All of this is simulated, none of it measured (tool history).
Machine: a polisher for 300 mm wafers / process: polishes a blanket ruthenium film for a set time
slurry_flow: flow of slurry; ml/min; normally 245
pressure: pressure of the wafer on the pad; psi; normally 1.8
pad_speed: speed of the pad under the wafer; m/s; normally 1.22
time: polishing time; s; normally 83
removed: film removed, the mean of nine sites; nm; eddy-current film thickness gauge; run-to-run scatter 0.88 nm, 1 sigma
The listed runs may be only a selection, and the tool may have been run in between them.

run,hour,slurry_flow,pressure,pad_speed,time,wafers since the last listed run,wafers polished on this pad,hours since the slurry nozzle was cleaned,hours since the head pressure was calibrated,"incoming thickness of the incoming film, nm",removed
1,0,245,1.8,1.22,83,0,1398,269.5,356.7,409.8,79.9
# hour 24.1: slurry nozzle cleaned
2,82.7,245,1.8,1.22,83,1107,2505,58.6,439.4,408,77.2
# hour 130.6: worn pad replaced by a new one
3,135.2,245,1.8,1.22,83,657,62,111.1,491.9,407.2,86.1
4,201.6,245,1.8,1.22,83,899,962,177.5,558.3,407.6,80.5
# hour 286.2: slurry nozzle cleaned
5,302.1,245,1.8,1.32,83,1348,2310,15.9,658.8,408.4,81.5
6,389.8,245,1.8,1.32,83,1188,3499,103.6,746.5,410.8,79.5
# hour 421.9: worn pad replaced by a new one
7,427.7,180,1.8,1.22,61,459,78,141.5,784.4,410,62.6
# hour 487.6: head pressure recalibrated
# hour 532.1: slurry nozzle cleaned
8,621.4,180,1.8,1.22,61,2584,2662,89.3,133.8,404,56
9,670.1,245,1.8,1.22,83,659,3322,138,182.5,409.2,76.5
# hour 723.5: worn pad replaced by a new one
10,738.1,245,1.8,1.22,98,867,197,206,250.5,407.1,101.1
# hour 819.9: slurry nozzle cleaned
11,822.7,245,1.8,1.22,83,1132,1330,2.8,335.1,409.7,79.5
12,866.4,190,1.8,1.22,83,592,1922,46.5,378.8,405.1,76.9
13,960.2,245,1.8,1.22,83,1271,3193,140.3,472.6,412.5,77.2
# hour 987: worn pad replaced by a new one
14,1010.2,290,2,1.06,83,623,314,190.3,522.6,409.7,81.5
15,1073.9,245,2.1,0.84,83,863,1177,254,586.3,410.2,65.9
# hour 1125.5: slurry nozzle cleaned
16,1177.5,245,1.4,1.44,96,1390,2567,52,689.9,412.6,90.2
# hour 1242.5: worn pad replaced by a new one
17,1272.8,245,1.6,1.22,83,1237,410,147.3,785.2,405,76.6
18,1374.7,245,1.4,1.22,83,1380,1791,249.2,887.1,408.1,67.1

What if the next run were any one of these 5? Each begins from the tool's condition after run 18:
A,1375.1,160,1.8,1.22,83,5,1796,249.6,887.5,415.4,?
B,1375.1,175,1.8,1.22,91,5,1796,249.6,887.5,415.4,?
C,1375.1,185,1.6,1.46,83,5,1796,249.6,887.5,415.4,?
D,1375.1,325,1.8,1.22,83,5,1796,249.6,887.5,415.4,?
E,1375.1,245,1.8,1.22,101,5,1796,249.6,887.5,415.4,?

run,removed
A,73.8
B,81.5
C,80.8
D,77.7
E,92.7
The same runs, with their run-to-run variation unchanged, on a tool lacking any hidden condition would have given:
run,removed
A,82.9
B,91.5
C,90.8
D,87.3
E,104.2
